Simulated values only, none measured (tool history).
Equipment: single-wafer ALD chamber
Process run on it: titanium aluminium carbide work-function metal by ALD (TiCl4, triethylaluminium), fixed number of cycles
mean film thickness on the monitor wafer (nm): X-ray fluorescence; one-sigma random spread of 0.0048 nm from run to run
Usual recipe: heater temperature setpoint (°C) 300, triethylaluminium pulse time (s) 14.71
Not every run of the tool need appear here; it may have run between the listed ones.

run	hour	heater temperature setpoint (°C)	triethylaluminium pulse time (s)	wafers since the last listed run	hours since the last thermocouple change	hours since the last triethylaluminium bottle change	hours since the showerhead was replaced	hours since the gauge calibration	read-back reference wafer on the same gauge, thickness_nm	mean film thickness on the monitor wafer (nm)
1	0	306	14.71	0	2334.5	1439.8	5396.8	14	1.748	1.892
2	6.6	306	14.71	46	2341.1	1446.4	5403.4	20.6	1.751	1.887
3	16.7	306	14.71	71	2351.2	1456.5	5413.5	30.7	1.749	1.894
4	29	300	19.36	87	2363.5	1468.8	5425.8	43	1.751	1.895
5	43.5	300	14.71	103	2378	1483.3	5440.3	57.5	1.749	1.845
# hour 62.9: triethylaluminium bottle replaced
# hour 68: showerhead replaced
6	68.5	300	14.71	85	2403	5.6	0.5	82.5	1.75	1.6
7	68.8	300	14.71	2	2403.3	5.9	0.8	82.8	1.749	1.605
8	75	295	14.71	44	2409.5	12.1	7	89	1.75	1.571
9	82.6	295	14.71	54	2417.1	19.7	14.6	96.6	1.753	1.56
# hour 101.3: triethylaluminium bottle replaced, repeated, since the last time left the tool worse
10	101.8	304	9.01	79	2436.3	0.5	33.8	115.8	1.748	1.744
11	111.8	304	20.36	71	2446.3	10.5	43.8	125.8	1.75	1.936
# hour 117.4: gauge calibrated
12	119.7	291	19.34	56	2454.2	18.4	51.7	2.3	1.749	1.846
# hour 129.7: thermocouple changed; heater temperature recalibrated
13	133.5	290	17.74	41	3.8	32.2	65.5	16.1	1.749	1.836
14	142.6	289	14.71	64	12.9	41.3	74.6	25.2	1.751	1.819
15	150.3	300	11.43	54	20.6	49	82.3	32.9	1.749	1.856
16	162.3	311	11.2	85	32.6	61	94.3	44.9	1.75	1.935
17	171.5	300	14.71	65	41.8	70.2	103.5	54.1	1.751	1.901
18	183	300	14.71	81	53.3	81.7	115	65.6	1.748	1.907

For each entry between runs, how does the tool's hidden state at the last listed run before it compare with that at the first listed run after it?
After run 5, before run 6: triethylaluminium bottle replaced (hour 62.9); showerhead replaced (hour 68)
  triethylaluminium dose above that of a fresh bottle (%): -25.3 -> -45.5
  difference, measured minus the result without the unlogged condition, mean film thickness on the monitor wafer (nm): -0.062 -> -0.304
After run 9, before run 10: triethylaluminium bottle replaced, repeated, since the last time left the tool worse (hour 101.3)
  triethylaluminium dose above that of a fresh bottle (%): -45.5 -> -0.571
  difference, measured minus the result without the unlogged condition, mean film thickness on the monitor wafer (nm): -0.297 -> -0.003
After run 11, before run 12: gauge calibrated (hour 117.4)
  triethylaluminium dose above that of a fresh bottle (%): -0.572 -> -0.575
  difference, measured minus the result without the unlogged condition, mean film thickness on the monitor wafer (nm): +0 -> +0
After run 12, before run 13: thermocouple changed; heater temperature recalibrated (hour 129.7)
  triethylaluminium dose above that of a fresh bottle (%): -0.575 -> -0.583
  difference, measured minus the result without the unlogged condition, mean film thickness on the monitor wafer (nm): +0 -> +0
